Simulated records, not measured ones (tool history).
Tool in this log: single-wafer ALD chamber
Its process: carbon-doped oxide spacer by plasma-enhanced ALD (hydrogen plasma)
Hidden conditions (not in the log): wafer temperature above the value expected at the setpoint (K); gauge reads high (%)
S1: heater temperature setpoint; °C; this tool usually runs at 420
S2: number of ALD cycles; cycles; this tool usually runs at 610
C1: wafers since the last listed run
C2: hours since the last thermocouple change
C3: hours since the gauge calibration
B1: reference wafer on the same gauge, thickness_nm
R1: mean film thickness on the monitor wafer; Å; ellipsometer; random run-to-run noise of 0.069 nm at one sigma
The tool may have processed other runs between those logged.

run   hour   S1   S2  C1      C2     C3      B1      R1
  1    0.0  417  610   0  2837.7   11.2  27.001  280.55
  2   25.0  420  610  16  2862.7   36.2  27.009  276.76
  3   60.4  420  610  23  2898.1   71.6  27.000  278.16
  4   85.1  420  610  16  2922.8   96.3  27.006  277.13
  5  106.4  429  610  14  2944.1  117.6  26.995  268.31
  6  121.4  429  610  10  2959.1  132.6  26.999  269.11
  7  153.3  420  610  21  2991.0  164.5  26.998  276.98
  8  174.3  428  680  14  3012.0  185.5  27.027  301.05
     187.4  -- thermocouple changed; heater temperature recalibrated
  9  197.7  420  610  10    10.3  208.9  27.000  278.50
 10  213.3  407  610  10    25.9  224.5  27.002  288.88
     216.7  -- gauge calibrated
 11  243.5  430  515  20    56.1   26.8  26.987  225.36
 12  272.4  411  710  19    85.0   55.7  26.982  333.68
 13  293.5  431  568  14   106.1   76.8  27.002  248.34
 14  315.9  425  556  15   128.5   99.2  26.994  248.59
 15  332.5  420  610  11   145.1  115.8  26.974  277.47
 16  350.2  414  729  11   162.8  133.5  26.998  338.77

Below are 4 alternative next runs, each starting from the tool's condition after run 16. Predict each:
  A  351.5  420  507   0  164.1  134.8   ?   ?
  B  351.5  409  610   0  164.1  134.8   ?   ?
  C  351.5  420  661   0  164.1  134.8   ?   ?
  D  351.5  424  610   0  164.1  134.8   ?   ?

run      B1      R1
  A  27.016  231.00
  B  27.016  288.52
  C  27.016  301.17
  D  27.016  274.08
With the hidden condition removed and each run's random variation left untouched, the same runs would have given:
run      R1
  A  231.00
  B  288.52
  C  301.17
  D  274.08

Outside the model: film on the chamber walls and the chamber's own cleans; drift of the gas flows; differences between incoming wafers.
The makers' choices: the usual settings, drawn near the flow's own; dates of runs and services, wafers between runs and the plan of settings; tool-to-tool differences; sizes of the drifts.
